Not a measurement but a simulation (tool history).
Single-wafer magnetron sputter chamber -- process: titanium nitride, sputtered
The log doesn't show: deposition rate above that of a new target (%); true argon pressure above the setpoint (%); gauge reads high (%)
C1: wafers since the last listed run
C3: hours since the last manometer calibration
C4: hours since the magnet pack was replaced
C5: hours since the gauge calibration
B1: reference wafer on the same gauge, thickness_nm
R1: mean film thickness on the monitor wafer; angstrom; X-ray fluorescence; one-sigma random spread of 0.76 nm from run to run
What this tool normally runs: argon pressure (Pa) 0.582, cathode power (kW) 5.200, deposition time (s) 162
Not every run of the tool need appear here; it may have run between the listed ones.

{"run": 1, "hour": 0.0, "argon pressure (Pa)": 0.767, "cathode power (kW)": 5.2, "deposition time (s)": 162, "C1": 0, "wafers on the sputter target": 1768, "C3": 195.4, "C4": 10204.5, "C5": 671.5, "B1": 121.102, "R1": 1285.93}
{"run": 2, "hour": 88.7, "argon pressure (Pa)": 0.767, "cathode power (kW)": 5.2, "deposition time (s)": 162, "C1": 688, "wafers on the sputter target": 2456, "C3": 284.1, "C4": 10293.2, "C5": 760.2, "B1": 121.308, "R1": 1315.0}
{"run": 3, "hour": 211.6, "argon pressure (Pa)": 0.767, "cathode power (kW)": 5.2, "deposition time (s)": 162, "C1": 953, "wafers on the sputter target": 3410, "C3": 407.0, "C4": 10416.1, "C5": 883.1, "B1": 121.196, "R1": 1316.18}
{"run": 4, "hour": 294.6, "argon pressure (Pa)": 0.582, "cathode power (kW)": 5.2, "deposition time (s)": 162, "C1": 644, "wafers on the sputter target": 4055, "C3": 490.0, "C4": 10499.1, "C5": 966.1, "B1": 120.773, "R1": 1400.81}
{"run": 5, "hour": 345.0, "argon pressure (Pa)": 0.582, "cathode power (kW)": 5.2, "deposition time (s)": 162, "C1": 391, "wafers on the sputter target": 4446, "C3": 540.4, "C4": 10549.5, "C5": 1016.5, "B1": 120.896, "R1": 1416.92}
{"run": 6, "hour": 402.7, "argon pressure (Pa)": 0.582, "cathode power (kW)": 5.5, "deposition time (s)": 162, "C1": 447, "wafers on the sputter target": 4894, "C3": 598.1, "C4": 10607.2, "C5": 1074.2, "B1": 121.277, "R1": 1487.69}
{"run": 7, "hour": 505.3, "argon pressure (Pa)": 0.582, "cathode power (kW)": 5.5, "deposition time (s)": 162, "C1": 796, "wafers on the sputter target": 5690, "C3": 700.7, "C4": 10709.8, "C5": 1176.8, "B1": 121.195, "R1": 1492.19}
{"run": 8, "hour": 613.2, "argon pressure (Pa)": 0.582, "cathode power (kW)": 4.85, "deposition time (s)": 146, "C1": 837, "wafers on the sputter target": 6527, "C3": 808.6, "C4": 10817.7, "C5": 1284.7, "B1": 120.674, "R1": 1189.77}
{"hour": 637.8, "done": "magnet pack replaced"}
{"run": 9, "hour": 683.9, "argon pressure (Pa)": 0.763, "cathode power (kW)": 4.15, "deposition time (s)": 184, "C1": 486, "wafers on the sputter target": 7014, "C3": 879.3, "C4": 46.1, "C5": 1355.4, "B1": 120.775, "R1": 1222.24}
{"run": 10, "hour": 788.8, "argon pressure (Pa)": 0.582, "cathode power (kW)": 5.2, "deposition time (s)": 162, "C1": 814, "wafers on the sputter target": 7828, "C3": 984.2, "C4": 151.0, "C5": 1460.3, "B1": 121.06, "R1": 1426.0}
{"hour": 836.3, "done": "capacitance manometer re-zeroed and calibrated"}
{"hour": 848.7, "done": "sputter target and shields replaced"}
{"run": 11, "hour": 871.5, "argon pressure (Pa)": 0.582, "cathode power (kW)": 4.85, "deposition time (s)": 173, "C1": 517, "wafers on the sputter target": 176, "C3": 35.2, "C4": 233.7, "C5": 1543.0, "B1": 120.835, "R1": 1316.0}
{"hour": 887.7, "done": "gauge calibrated"}
{"run": 12, "hour": 950.7, "argon pressure (Pa)": 0.582, "cathode power (kW)": 5.2, "deposition time (s)": 162, "C1": 614, "wafers on the sputter target": 791, "C3": 114.4, "C4": 312.9, "C5": 63.0, "B1": 121.049, "R1": 1326.93}
{"hour": 1002.0, "done": "capacitance manometer re-zeroed and calibrated, repeated, since the last time left the tool worse"}
{"run": 13, "hour": 1054.2, "argon pressure (Pa)": 0.448, "cathode power (kW)": 4.1, "deposition time (s)": 138, "C1": 741, "wafers on the sputter target": 1532, "C3": 52.2, "C4": 416.4, "C5": 166.5, "B1": 121.236, "R1": 980.46}
{"run": 14, "hour": 1209.8, "argon pressure (Pa)": 0.582, "cathode power (kW)": 5.2, "deposition time (s)": 162, "C1": 1207, "wafers on the sputter target": 2740, "C3": 207.8, "C4": 572.0, "C5": 322.1, "B1": 121.221, "R1": 1389.1}

Alternative continuations, all from the tool just after run 14; predict every row:
{"run": "A", "hour": 1210.2, "argon pressure (Pa)": 0.582, "cathode power (kW)": 5.2, "deposition time (s)": 162, "C1": 3, "wafers on the sputter target": 2743, "C3": 208.2, "C4": 572.4, "C5": 322.5, "B1": "?", "R1": "?"}
{"run": "B", "hour": 1210.2, "argon pressure (Pa)": 0.582, "cathode power (kW)": 5.2, "deposition time (s)": 139, "C1": 3, "wafers on the sputter target": 2743, "C3": 208.2, "C4": 572.4, "C5": 322.5, "B1": "?", "R1": "?"}
{"run": "C", "hour": 1210.2, "argon pressure (Pa)": 0.755, "cathode power (kW)": 5.65, "deposition time (s)": 145, "C1": 3, "wafers on the sputter target": 2743, "C3": 208.2, "C4": 572.4, "C5": 322.5, "B1": "?", "R1": "?"}
{"run": "D", "hour": 1210.2, "argon pressure (Pa)": 0.381, "cathode power (kW)": 5.85, "deposition time (s)": 162, "C1": 3, "wafers on the sputter target": 2743, "C3": 208.2, "C4": 572.4, "C5": 322.5, "B1": "?", "R1": "?"}
{"run": "E", "hour": 1210.2, "argon pressure (Pa)": 0.731, "cathode power (kW)": 4.65, "deposition time (s)": 170, "C1": 3, "wafers on the sputter target": 2743, "C3": 208.2, "C4": 572.4, "C5": 322.5, "B1": "?", "R1": "?"}

run=A B1=121.232 R1=1379.39
run=B B1=121.232 R1=1183.55
run=C B1=121.232 R1=1252.76
run=D B1=121.232 R1=1665.76
run=E B1=121.232 R1=1232.17
With no hidden state in the tool, these same runs would have given:
run=A R1=1366.48
run=B R1=1172.47
run=C R1=1237.65
run=D R1=1655.74
run=E R1=1217.76
